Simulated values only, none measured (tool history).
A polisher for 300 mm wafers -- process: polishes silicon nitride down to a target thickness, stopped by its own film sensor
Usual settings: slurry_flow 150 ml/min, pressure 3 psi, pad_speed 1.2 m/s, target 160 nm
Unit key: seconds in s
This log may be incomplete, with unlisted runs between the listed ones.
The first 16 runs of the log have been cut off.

run     day  slurry_flow  pressure  pad_speed  target  incoming thickness of the incoming film, nm  seconds
 17  19.454          150         3        1.2     160                                        267.1     55.2
 18  20.271          185       2.2       0.86     193                                        265.1     58.2
 19    21.3          170         3        1.2     160                                          271     54.3
 20    22.7          150         3        1.2     136                                        268.7     67.8
     23.454  -- worn pad replaced by a new one
 21  24.167          150         3        1.2     160                                        273.4     58.1
 22  25.471          150         3        1.2     160                                        268.2     55.6
 23  26.317          115       2.3       1.54     148                                        268.6     70.3
 24  27.329          125         3        1.2     180                                        268.7     45.7
 25  28.317          150         3       0.86     196                                        273.2     49.1
 26  28.983          150       2.4       1.46     160                                        269.5     59.3

For run 27, what comes out?
 27  30.279          170       3.5        1.2     187                                        272.4        ?

seconds: 36.5 s
Were there no unlogged condition in the tool, this run, its random variation unchanged, would have produced seconds 36.5 s.

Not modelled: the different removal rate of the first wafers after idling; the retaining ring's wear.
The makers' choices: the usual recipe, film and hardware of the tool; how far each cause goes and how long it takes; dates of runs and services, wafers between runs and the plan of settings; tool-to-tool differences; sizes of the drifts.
